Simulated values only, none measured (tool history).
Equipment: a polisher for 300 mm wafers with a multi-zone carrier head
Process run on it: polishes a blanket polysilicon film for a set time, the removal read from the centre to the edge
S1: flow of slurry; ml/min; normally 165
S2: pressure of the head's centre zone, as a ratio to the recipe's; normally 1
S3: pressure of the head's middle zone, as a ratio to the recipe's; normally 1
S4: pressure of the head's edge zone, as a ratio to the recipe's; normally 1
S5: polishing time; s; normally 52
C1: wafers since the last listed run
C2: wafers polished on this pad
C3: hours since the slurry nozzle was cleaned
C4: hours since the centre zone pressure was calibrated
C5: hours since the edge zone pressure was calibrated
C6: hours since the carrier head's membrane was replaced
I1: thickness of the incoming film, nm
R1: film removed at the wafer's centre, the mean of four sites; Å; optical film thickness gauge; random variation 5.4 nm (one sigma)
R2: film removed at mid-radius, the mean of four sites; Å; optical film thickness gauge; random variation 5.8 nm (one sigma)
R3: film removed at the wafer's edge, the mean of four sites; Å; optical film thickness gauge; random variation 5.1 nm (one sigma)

run   hour   S1    S2    S3    S4  S5   C1    C2     C3     C4     C5      C6      I1    R1    R2    R3
  1      0  165     1     1     1  52    0   163  218.1   76.1  391.8   993.1  1866.8  5350  5080  5295
  2   25.2  165     1  1.09     1  52  240   403  243.3  101.3    417  1018.3  1838.3  5346  5492  5293
  3   45.5  165     1  1.09     1  52  193   597  263.6  121.6  437.3  1038.6  1866.4  5378  5386  5265
  4   60.5  165     1  1.09     1  52  142   739  278.6  136.6  452.3  1053.6  1876.2  5275  5447  5325
  5   93.7  165     1     1     1  52  316  1056  311.8  169.8  485.5  1086.8  1854.5  5282  5095  5287
     111.8  -- worn pad replaced by a new one
  6  128.6  165     1     1     1  52  294   160  346.7  204.7  520.4  1121.7  1894.8  5301  5098  5291
  7  146.2  165     1     1     1  52  167   327  364.3  222.3    538  1139.3  1898.4  5261  4996  5430
  8  165.4  165     1     1     1  52  182   510  383.5  241.5  557.2  1158.5  1869.9  5355  5190  5317
  9  179.8  165     1     1     1  52  137   647  397.9  255.9  571.6  1172.9  1870.4  5294  5117  5358
 10    209  165     1     1     1  52  278   925  427.1  285.1  600.8  1202.1  1904.6  5276  5243  5298
 11  221.2  165     1     1  0.93  69  116  1042  439.3  297.3    613  1214.3  1859.9  7029  6975  6807
     241.8  -- centre zone pressure recalibrated
 12  256.4  205     1  1.09     1  59  316  1358  474.5   14.6  648.2  1249.5  1864.8  6233  6480  6242
     267.6  -- worn pad replaced by a new one
     272.5  -- edge zone pressure recalibrated
 13  278.6  165     1  1.08     1  52  154    85  496.7   36.8    6.1  1271.7  1866.1  5388  5421  5285
     283.9  -- carrier head's membrane replaced by a new one
 14    314  165     1     1     1  52  289   375  532.1   72.2   41.5    30.1  1873.6  5351  5115  5318
     397.2  -- worn pad replaced by a new one
 15  407.1  165     1  1.09     1  52  848    94  625.2  165.3  134.6   123.2  1873.3  5230  5397  5279
     431.8  -- slurry nozzle cleaned
 16  451.9  165  0.89  1.04   1.1  52  417   511   20.1  210.1  179.4     168  1843.9  4818  5346  5539
 17  464.2  150  0.94     1     1  65  117   628   32.4  222.4  191.7   180.3  1847.9  6171  6320  6672
 18  484.8  165  0.97     1  1.05  52  196   825     53    243  212.3   200.9  1874.1  5058  5119  5385
 19    515  165  0.92  1.03     1  45  287  1112   83.2  273.2  242.5   231.1  1870.7  4135  4519  4680
 20  543.3  165     1     1     1  52  269  1382  111.5  301.5  270.8   259.4  1894.1  5409  5148  5302
     554.3  -- worn pad replaced by a new one
 21  576.8  215  0.94     1   0.9  59  281   214    145    335  304.3   292.9  1875.4  5915  5982  5873
     601.9  -- centre zone pressure recalibrated
 22    605  165  1.11  1.05     1  45  249   464  173.2    3.1  332.5   321.1  1867.7  5130  4647  4592

What was the tool's hidden state at every run in the log?
removal rate lost through wear of the pad, %: 0 on each run
slurry flow missing at the pad, %: 0 on each run
deviation of the centre zone's pressure from its setpoint, %: 0 on each run
deviation of the edge zone's pressure from its setpoint, %: 0 on each run
